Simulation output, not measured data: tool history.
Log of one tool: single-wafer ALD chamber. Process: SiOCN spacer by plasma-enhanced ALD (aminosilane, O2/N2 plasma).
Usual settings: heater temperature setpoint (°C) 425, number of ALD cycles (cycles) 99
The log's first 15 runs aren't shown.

run    hour  heater temperature setpoint (°C)  number of ALD cycles (cycles)  wafers since the last listed run  hours since the last thermocouple change  hours since the gauge calibration  read-back reference wafer on the same gauge, thickness_nm  mean film thickness on the monitor wafer (nm)
 16   996.3                               425                             88                               105                                    2321.1                              173.5                                                      5.588                                          4.859
 17  1047.5                               425                             99                               122                                    2372.3                              224.7                                                      5.591                                          5.470
 18  1085.1                               425                             99                                90                                    2409.9                              262.3                                                      5.588                                          5.440
 19  1110.8                               425                             99                                61                                    2435.6                              288.0                                                      5.589                                          5.455
 20  1179.9                               439                             88                               165                                    2504.7                              357.1                                                      5.593                                          4.670
 21  1237.6                               419                             89                               138                                    2562.4                              414.8                                                      5.590                                          4.997
 22  1300.1                               425                             99                               149                                    2624.9                              477.3                                                      5.587                                          5.457
 23  1355.0                               412                             93                               131                                    2679.8                              532.2                                                      5.587                                          5.323
 24  1402.8                               438                            106                               114                                    2727.6                              580.0                                                      5.591                                          5.620
 25  1462.2                               439                             99                               142                                    2787.0                              639.4                                                      5.588                                          5.274
     1506.6  -- thermocouple changed; heater temperature recalibrated
 26  1658.3                               425                             99                               450                                     151.7                              835.5                                                      5.593                                          5.477
 27  1706.0                               429                            106                               114                                     199.4                              883.2                                                      5.591                                          5.782
 28  1738.9                               430                            111                                78                                     232.3                              916.1                                                      5.590                                          6.019
 29  1790.1                               415                             99                               122                                     283.5                              967.3                                                      5.594                                          5.614
 30  1833.6                               425                             99                               104                                     327.0                             1010.8                                                      5.591                                          5.501
 31  1904.2                               413                             99                               169                                     397.6                             1081.4                                                      5.590                                          5.676
 32  1967.9                               440                            109                               152                                     461.3                             1145.1                                                      5.589                                          5.757
 33  2035.8                               418                             79                               162                                     529.2                             1213.0                                                      5.591                                          4.439
 34  2102.5                               433                             89                               159                                     595.9                             1279.7                                                      5.587                                          4.807
 35  2134.4                               438                             79                                76                                     627.8                             1311.6                                                      5.591                                          4.196

Forecast each of these 4 alternatives for the next run:
  A  2135.0                               433                             99                                 1                                     628.4                             1312.2                                                          ?                                              ?
  B  2135.0                               425                            111                                 1                                     628.4                             1312.2                                                          ?                                              ?
  C  2135.0                               418                             87                                 1                                     628.4                             1312.2                                                          ?                                              ?
  D  2135.0                               429                             91                                 1                                     628.4                             1312.2                                                          ?                                              ?

run  read-back reference wafer on the same gauge, thickness_nm  mean film thickness on the monitor wafer (nm)
  A                                                      5.593                                          5.373
  B                                                      5.593                                          6.170
  C                                                      5.593                                          4.937
  D                                                      5.593                                          4.999
Without the tool's hidden state the same runs would have given:
run  mean film thickness on the monitor wafer (nm)
  A                                          5.373
  B                                          6.170
  C                                          4.937
  D                                          4.999
